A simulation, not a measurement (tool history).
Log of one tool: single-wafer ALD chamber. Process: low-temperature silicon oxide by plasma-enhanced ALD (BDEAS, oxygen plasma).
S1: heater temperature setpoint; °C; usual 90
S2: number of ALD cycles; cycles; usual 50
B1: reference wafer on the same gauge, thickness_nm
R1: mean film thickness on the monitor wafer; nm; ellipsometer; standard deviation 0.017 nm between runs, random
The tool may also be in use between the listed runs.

run 1 hour=0 | S1=90 S2=53 | B1=6.18 | R1=7.299
run 2 hour=9.7 | S1=90 S2=53 | B1=6.183 | R1=7.32
run 3 hour=19.8 | S1=90 S2=50 | B1=6.18 | R1=6.938
run 4 hour=28.6 | S1=94 S2=50 | B1=6.18 | R1=6.841
run 5 hour=36.8 | S1=94 S2=50 | B1=6.181 | R1=6.818
run 6 hour=46.3 | S1=94 S2=50 | B1=6.182 | R1=6.842
run 7 hour=63.8 | S1=90 S2=42 | B1=6.18 | R1=5.825
run 8 hour=71.2 | S1=90 S2=42 | B1=6.18 | R1=5.793
run 9 hour=89.1 | S1=90 S2=50 | B1=6.183 | R1=6.892
-- hour=99.8 thermocouple changed; heater temperature recalibrated
run 10 hour=101.1 | S1=90 S2=50 | B1=6.181 | R1=6.913
-- hour=101.9 gauge calibrated
run 11 hour=108.1 | S1=90 S2=40 | B1=6.181 | R1=5.52
run 12 hour=124.7 | S1=90 S2=40 | B1=6.183 | R1=5.539
run 13 hour=137.4 | S1=102 S2=41 | B1=6.18 | R1=5.458
run 14 hour=144.1 | S1=84 S2=56 | B1=6.182 | R1=7.874
run 15 hour=154.4 | S1=90 S2=43 | B1=6.18 | R1=5.96
run 16 hour=170 | S1=79 S2=50 | B1=6.181 | R1=7.168
run 17 hour=178.9 | S1=81 S2=44 | B1=6.179 | R1=6.227
run 18 hour=186.1 | S1=83 S2=40 | B1=6.182 | R1=5.662
run 19 hour=203 | S1=98 S2=54 | B1=6.182 | R1=7.276
run 20 hour=219.9 | S1=101 S2=57 | B1=6.181 | R1=7.615
run 21 hour=235.4 | S1=79 S2=50 | B1=6.182 | R1=7.152

Forecast each of these 3 alternatives for the next run:
run A hour=235.9 | S1=90 S2=50 | B1=? | R1=?
run B hour=235.9 | S1=84 S2=42 | B1=? | R1=?
run C hour=235.9 | S1=90 S2=55 | B1=? | R1=?

run=A B1=6.179 R1=6.932
run=B B1=6.179 R1=5.93
run=C B1=6.179 R1=7.626
Take away the tool's hidden state, keep each run's random variation, and the runs would have read:
run=A R1=6.932
run=B R1=5.93
run=C R1=7.626
